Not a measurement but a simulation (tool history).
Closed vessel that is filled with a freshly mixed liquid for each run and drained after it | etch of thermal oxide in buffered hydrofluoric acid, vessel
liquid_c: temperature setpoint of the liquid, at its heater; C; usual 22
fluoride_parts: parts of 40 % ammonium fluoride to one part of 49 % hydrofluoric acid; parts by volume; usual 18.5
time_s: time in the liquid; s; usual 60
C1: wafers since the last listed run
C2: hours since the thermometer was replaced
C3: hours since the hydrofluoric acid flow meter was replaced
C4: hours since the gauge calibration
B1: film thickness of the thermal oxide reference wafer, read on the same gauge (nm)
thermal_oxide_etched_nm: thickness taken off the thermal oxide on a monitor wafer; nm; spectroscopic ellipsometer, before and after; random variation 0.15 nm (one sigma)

run 1 hour=0 | liquid_c=18.5 fluoride_parts=18.5 time_s=60 | C1=0 C2=617.5 C3=1604.6 C4=136 | B1=110.06 | thermal_oxide_etched_nm=27.31
run 2 hour=37.8 | liquid_c=18.5 fluoride_parts=18.5 time_s=60 | C1=4783 C2=655.3 C3=1642.4 C4=173.8 | B1=109.99 | thermal_oxide_etched_nm=27.23
run 3 hour=86.3 | liquid_c=18.5 fluoride_parts=18.5 time_s=60 | C1=6137 C2=703.8 C3=1690.9 C4=222.3 | B1=110.04 | thermal_oxide_etched_nm=27.3
run 4 hour=140.8 | liquid_c=22 fluoride_parts=18.5 time_s=60 | C1=6896 C2=758.3 C3=1745.4 C4=276.8 | B1=110.01 | thermal_oxide_etched_nm=32.91
run 5 hour=177.3 | liquid_c=22 fluoride_parts=18.5 time_s=60 | C1=4618 C2=794.8 C3=1781.9 C4=313.3 | B1=110.02 | thermal_oxide_etched_nm=33.03
run 6 hour=241.5 | liquid_c=22 fluoride_parts=18.5 time_s=60 | C1=8124 C2=859 C3=1846.1 C4=377.5 | B1=109.98 | thermal_oxide_etched_nm=33.3
run 7 hour=302 | liquid_c=22 fluoride_parts=18.5 time_s=60 | C1=7656 C2=919.5 C3=1906.6 C4=438 | B1=109.98 | thermal_oxide_etched_nm=32.77
run 8 hour=364 | liquid_c=22 fluoride_parts=14 time_s=90 | C1=7845 C2=981.5 C3=1968.6 C4=500 | B1=109.96 | thermal_oxide_etched_nm=65.11
-- hour=376.4 gauge calibrated
run 9 hour=409.6 | liquid_c=22 fluoride_parts=18.5 time_s=60 | C1=5770 C2=1027.1 C3=2014.2 C4=33.2 | B1=109.97 | thermal_oxide_etched_nm=33.07
-- hour=422.1 hydrofluoric acid flow meter replaced
-- hour=483.2 thermometer replaced
run 10 hour=623.4 | liquid_c=22 fluoride_parts=26 time_s=45 | C1=26802 C2=140.2 C3=201.3 C4=247 | B1=109.98 | thermal_oxide_etched_nm=19.14
run 11 hour=648.9 | liquid_c=22 fluoride_parts=18.5 time_s=35 | C1=3226 C2=165.7 C3=226.8 C4=272.5 | B1=110.03 | thermal_oxide_etched_nm=19.44
run 12 hour=714.3 | liquid_c=22 fluoride_parts=15.5 time_s=70 | C1=8276 C2=231.1 C3=292.2 C4=337.9 | B1=110.01 | thermal_oxide_etched_nm=46.03
run 13 hour=752.3 | liquid_c=18 fluoride_parts=16 time_s=85 | C1=4808 C2=269.1 C3=330.2 C4=375.9 | B1=109.99 | thermal_oxide_etched_nm=42.82

Run 14 comes next. What will it give?
-- hour=771.3 gauge calibrated
run 14 hour=794 | liquid_c=17 fluoride_parts=18.5 time_s=60 | C1=5277 C2=310.8 C3=371.9 C4=22.7 | B1=? | thermal_oxide_etched_nm=?

{"run 14": {"B1": 110, "thermal_oxide_etched_nm": 24.98}}
Without the tool's hidden state the same run would have given thermal_oxide_etched_nm 24.98 nm.
